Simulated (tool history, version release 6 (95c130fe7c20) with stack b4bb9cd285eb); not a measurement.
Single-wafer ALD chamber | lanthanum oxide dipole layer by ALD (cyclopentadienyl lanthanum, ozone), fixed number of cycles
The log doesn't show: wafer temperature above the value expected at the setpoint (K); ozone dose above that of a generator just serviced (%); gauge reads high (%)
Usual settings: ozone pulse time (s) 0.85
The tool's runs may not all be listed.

run    hour  ozone pulse time (s)  wafers since the last listed run  hours since the last thermocouple change  hours since the last ozone generator service  hours since the showerhead was replaced  hours since the gauge calibration  read-back reference wafer on the same gauge, thickness_nm  mean film thickness on the monitor wafer (nm)
  1       0                  0.85                                 0                                     481.1                                         247.1                                   2187.3                              240.1                                                      0.417                                          0.425
  2    35.7                  0.85                               768                                     516.8                                         282.8                                     2223                              275.8                                                      0.417                                          0.431
  3    68.2                  0.85                               699                                     549.3                                         315.3                                   2255.5                              308.3                                                      0.417                                          0.429
  4    94.8                  0.85                               572                                     575.9                                         341.9                                   2282.1                              334.9                                                      0.417                                          0.432
  5   164.5                  0.78                              1500                                     645.6                                         411.6                                   2351.8                              404.6                                                      0.417                                          0.418
  6   339.5                  0.78                              3768                                     820.6                                         586.6                                   2526.8                              579.6                                                      0.417                                          0.416
  7   380.3                  0.99                               878                                     861.4                                         627.4                                   2567.6                              620.4                                                      0.417                                          0.451
  8   409.4                  0.99                               626                                     890.5                                         656.5                                   2596.7                              649.5                                                      0.417                                          0.448
  9   467.7                  0.99                              1255                                     948.8                                         714.8                                     2655                              707.8                                                      0.417                                          0.448
 10   529.8                  0.85                              1337                                    1010.9                                         776.9                                   2717.1                              769.9                                                      0.418                                          0.431
 11   570.1                  0.85                               867                                    1051.2                                         817.2                                   2757.4                              810.2                                                      0.417                                          0.427
 12   595.6                  0.85                               549                                    1076.7                                         842.7                                   2782.9                              835.7                                                      0.417                                          0.427
 13     664                  0.85                              1472                                    1145.1                                         911.1                                   2851.3                              904.1                                                      0.418                                          0.427
 14   730.9                  0.85                              1440                                      1212                                           978                                   2918.2                                971                                                      0.417                                          0.425
 15   771.7                  0.85                               878                                    1252.8                                        1018.8                                     2959                             1011.8                                                      0.418                                          0.424
 16   809.3                  0.85                               809                                    1290.4                                        1056.4                                   2996.6                             1049.4                                                      0.418                                          0.428
      901.2  -- showerhead replaced
 17   910.6                  0.85                              2008                                    1391.7                                        1157.7                                      9.4                             1150.7                                                      0.417                                          0.424
      989.3  -- gauge calibrated
 18  1044.3                   0.7                              2878                                    1525.4                                        1291.4                                    143.1                                 55                                                      0.417                                          0.391
 19  1102.6                  1.15                              1255                                    1583.7                                        1349.7                                    201.4                              113.3                                                      0.418                                          0.464
 20  1166.8                  0.85                              1382                                    1647.9                                        1413.9                                    265.6                              177.5                                                      0.417                                          0.423
 21  1200.9                  0.85                               734                                      1682                                          1448                                    299.7                              211.6                                                      0.417                                           0.42
 22  1262.4                  0.95                              1324                                    1743.5                                        1509.5                                    361.2                              273.1                                                      0.417                                          0.437
 23  1327.9                  0.99                              1410                                      1809                                          1575                                    426.7                              338.6                                                      0.417                                          0.442
 24  1387.3                  1.16                              1279                                    1868.4                                        1634.4                                    486.1                                398                                                      0.417                                          0.462
 25  1435.1                  1.07                              1029                                    1916.2                                        1682.2                                    533.9                              445.8                                                      0.416                                          0.451
     1487.4  -- thermocouple changed; heater temperature recalibrated
     1499.2  -- ozone generator serviced
 26  1499.7                  0.69                              1046                                      12.3                                           0.5                                    598.5                              510.4                                                      0.417                                          0.396
 27  1529.3                   1.1                               637                                      41.9                                          30.1                                    628.1                                540                                                      0.417                                          0.464
 28  1613.8                  0.85                              1819                                     126.4                                         114.6                                    712.6                              624.5                                                      0.418                                          0.429
 29  1658.1                  1.12                               953                                     170.7                                         158.9                                    756.9                              668.8                                                      0.417                                          0.463
 30  1794.4                  0.61                              2934                                       307                                         295.2                                    893.2                              805.1                                                      0.417                                          0.378
 31  1849.2                     1                              1179                                     361.8                                           350                                      948                              859.9                                                      0.416                                          0.451
 32  1875.5                  0.56                               566                                     388.1                                         376.3                                    974.3                              886.2                                                      0.417                                          0.369
 33  1917.4                  0.71                               902                                       430                                         418.2                                   1016.2                              928.1                                                      0.417                                            0.4

Describe how what the log doesn't record of the tool's condition differs between the last listed run preceding each entry between runs and the first listed run following it.
Logged between run 16 and run 17: showerhead replaced (hour 901.2)
  ozone dose above that of a generator just serviced (%): -3.25 -> -3.89
  measured value less the no-hidden-state value, mean film thickness on the monitor wafer (nm): -0.004 -> -0.006
Logged between run 17 and run 18: gauge calibrated (hour 989.3)
  ozone dose above that of a generator just serviced (%): -3.89 -> -4.81
  measured value less the no-hidden-state value, mean film thickness on the monitor wafer (nm): -0.006 -> -0.007
Logged between run 25 and run 26: thermocouple changed; heater temperature recalibrated (hour 1487.4); ozone generator serviced (hour 1499.2)
  ozone dose above that of a generator just serviced (%): -8.09 -> -0.512
  measured value less the no-hidden-state value, mean film thickness on the monitor wafer (nm): -0.01 -> -0.001
